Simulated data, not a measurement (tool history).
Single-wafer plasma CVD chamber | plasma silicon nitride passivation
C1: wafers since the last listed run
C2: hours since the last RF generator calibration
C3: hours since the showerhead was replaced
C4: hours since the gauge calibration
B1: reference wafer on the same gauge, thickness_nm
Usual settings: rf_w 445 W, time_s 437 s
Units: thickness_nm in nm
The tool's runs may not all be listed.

Run 1, hour 0: usual settings; C1 0; C2 676; C3 3612.3; C4 92.7; B1 779.821. Result: thickness_nm 666.734 nm.
Run 2, hour 7.3: usual settings; C1 34; C2 683.3; C3 3619.6; C4 100; B1 779.59. Result: thickness_nm 666.109 nm.
Run 3, hour 17.5: usual settings; C1 47; C2 693.5; C3 3629.8; C4 110.2; B1 779.633. Result: thickness_nm 666.804 nm.
Run 4, hour 25: usual settings but rf_w 425 W, time_s 492 s; C1 35; C2 701; C3 3637.3; C4 117.7; B1 780.106. Result: thickness_nm 742.643 nm.
Run 5, hour 38.2: usual settings but rf_w 425 W, time_s 492 s; C1 61; C2 714.2; C3 3650.5; C4 130.9; B1 779.979. Result: thickness_nm 742.51 nm.
Run 6, hour 49.8: usual settings; C1 54; C2 725.8; C3 3662.1; C4 142.5; B1 779.947. Result: thickness_nm 665.14 nm.
Run 7, hour 59.3: usual settings; C1 44; C2 735.3; C3 3671.6; C4 152; B1 780.42. Result: thickness_nm 664.064 nm.
Run 8, hour 76.3: usual settings; C1 79; C2 752.3; C3 3688.6; C4 169; B1 780.045. Result: thickness_nm 664.129 nm.
Run 9, hour 93.3: usual settings; C1 79; C2 769.3; C3 3705.6; C4 186; B1 779.619. Result: thickness_nm 664.838 nm.
Run 10, hour 108.6: usual settings; C1 71; C2 784.6; C3 3720.9; C4 201.3; B1 779.922. Result: thickness_nm 663.816 nm.
Run 11, hour 118: usual settings; C1 44; C2 794; C3 3730.3; C4 210.7; B1 779.439. Result: thickness_nm 662.929 nm.
Run 12, hour 126.4: usual settings; C1 39; C2 802.4; C3 3738.7; C4 219.1; B1 779.885. Result: thickness_nm 663.358 nm.
Run 13, hour 134.9: usual settings; C1 39; C2 810.9; C3 3747.2; C4 227.6; B1 780.052. Result: thickness_nm 662.496 nm.
Run 14, hour 143.2: usual settings; C1 38; C2 819.2; C3 3755.5; C4 235.9; B1 779.831. Result: thickness_nm 664.32 nm.
Run 15, hour 155.7: usual settings; C1 58; C2 831.7; C3 3768; C4 248.4; B1 780.068. Result: thickness_nm 661.794 nm.
Run 16, hour 162.6: usual settings but time_s 412 s; C1 32; C2 838.6; C3 3774.9; C4 255.3; B1 779.859. Result: thickness_nm 625.156 nm.
Run 17, hour 176.5: usual settings but time_s 412 s; C1 65; C2 852.5; C3 3788.8; C4 269.2; B1 780.408. Result: thickness_nm 625.456 nm.
Run 18, hour 187.6: usual settings; C1 52; C2 863.6; C3 3799.9; C4 280.3; B1 779.669. Result: thickness_nm 662.444 nm.
At hour 197: RF generator calibrated.
Run 19, hour 203.7: usual settings; C1 37; C2 6.7; C3 3816; C4 296.4; B1 780.331. Result: thickness_nm 672.557 nm.
Run 20, hour 214.5: usual settings; C1 50; C2 17.5; C3 3826.8; C4 307.2; B1 780.777. Result: thickness_nm 671.797 nm.
Run 21, hour 227.5: usual settings; C1 60; C2 30.5; C3 3839.8; C4 320.2; B1 779.739. Result: thickness_nm 672.038 nm.
Run 22, hour 242.7: usual settings but rf_w 360 W; C1 71; C2 45.7; C3 3855; C4 335.4; B1 779.985. Result: thickness_nm 646.988 nm.
Run 23, hour 250: usual settings but rf_w 395 W, time_s 490 s; C1 34; C2 53; C3 3862.3; C4 342.7; B1 780.201. Result: thickness_nm 738.582 nm.
Run 24, hour 262.8: usual settings but rf_w 480 W, time_s 401 s; C1 60; C2 65.8; C3 3875.1; C4 355.5; B1 779.94. Result: thickness_nm 626.547 nm.
Run 25, hour 293.7: usual settings; C1 144; C2 96.7; C3 3906; C4 386.4; B1 779.766. Result: thickness_nm 671.721 nm.
At hour 307.9: showerhead replaced, of another model than before.
Run 26, hour 308.4: usual settings but rf_w 400 W, time_s 478 s; C1 31; C2 111.4; C3 0.5; C4 401.1; B1 779.83. Result: thickness_nm 725.919 nm.
Run 27, hour 309.9: usual settings; C1 7; C2 112.9; C3 2; C4 402.6; B1 779.963. Result: thickness_nm 672.728 nm.
Run 28, hour 316.6: usual settings but time_s 502 s; C1 31; C2 119.6; C3 8.7; C4 409.3; B1 779.698. Result: thickness_nm 772.496 nm.
Run 29, hour 328.5: usual settings; C1 55; C2 131.5; C3 20.6; C4 421.2; B1 780.015. Result: thickness_nm 670.939 nm.
Run 30, hour 343.8: usual settings but time_s 483 s; C1 71; C2 146.8; C3 35.9; C4 436.5; B1 779.959. Result: thickness_nm 743.382 nm.
Run 31, hour 357.9: usual settings; C1 66; C2 160.9; C3 50; C4 450.6; B1 780.566. Result: thickness_nm 672.603 nm.
At hour 367.8: gauge calibrated.
Run 32, hour 374.2: usual settings but time_s 496 s; C1 76; C2 177.2; C3 66.3; C4 6.4; B1 780.205. Result: thickness_nm 762.137 nm.
Run 33, hour 389.4: usual settings but rf_w 400 W; C1 71; C2 192.4; C3 81.5; C4 21.6; B1 779.547. Result: thickness_nm 665.004 nm.
Run 34, hour 402.6: usual settings but rf_w 420 W, time_s 492 s; C1 61; C2 205.6; C3 94.7; C4 34.8; B1 779.647. Result: thickness_nm 752.07 nm.
Run 35, hour 409.8: usual settings but time_s 484 s; C1 33; C2 212.8; C3 101.9; C4 42; B1 779.389. Result: thickness_nm 743.499 nm.
Run 36, hour 416.3: usual settings but rf_w 365 W; C1 30; C2 219.3; C3 108.4; C4 48.5; B1 780.26. Result: thickness_nm 659.664 nm.
Run 37, hour 431: usual settings; C1 68; C2 234; C3 123.1; C4 63.2; B1 780.232. Result: thickness_nm 673.579 nm.
Run 38, hour 439.2: usual settings; C1 38; C2 242.2; C3 131.3; C4 71.4; B1 779.876. Result: thickness_nm 670.327 nm.
Run 39, hour 453.8: usual settings but rf_w 370 W, time_s 387 s; C1 68; C2 256.8; C3 145.9; C4 86; B1 779.612. Result: thickness_nm 583.236 nm.
Run 40, hour 463.6: usual settings but time_s 412 s; C1 45; C2 266.6; C3 155.7; C4 95.8; B1 779.947. Result: thickness_nm 633.732 nm.

4 ways to go on from here, each from the tool as it stands after run 40. What would each give?
Run A, hour 464.1: usual settings but rf_w 530 W; C1 2; C2 267.1; C3 156.2; C4 96.3; B1 ?. Result: thickness_nm ?.
Run B, hour 464.1: usual settings but rf_w 515 W, time_s 355 s; C1 2; C2 267.1; C3 156.2; C4 96.3; B1 ?. Result: thickness_nm ?.
Run C, hour 464.1: usual settings but rf_w 475 W, time_s 384 s; C1 2; C2 267.1; C3 156.2; C4 96.3; B1 ?. Result: thickness_nm ?.
Run D, hour 464.1: usual settings but rf_w 405 W; C1 2; C2 267.1; C3 156.2; C4 96.3; B1 ?. Result: thickness_nm ?.

run       B1  thickness_nm
  A  779.965       686.103
  B  779.965       555.391
  C  779.965       594.993
  D  779.965       665.256
Without the tool's hidden state the same runs would have given:
run  thickness_nm
  A       686.952
  B       556.079
  C        595.73
  D        666.08

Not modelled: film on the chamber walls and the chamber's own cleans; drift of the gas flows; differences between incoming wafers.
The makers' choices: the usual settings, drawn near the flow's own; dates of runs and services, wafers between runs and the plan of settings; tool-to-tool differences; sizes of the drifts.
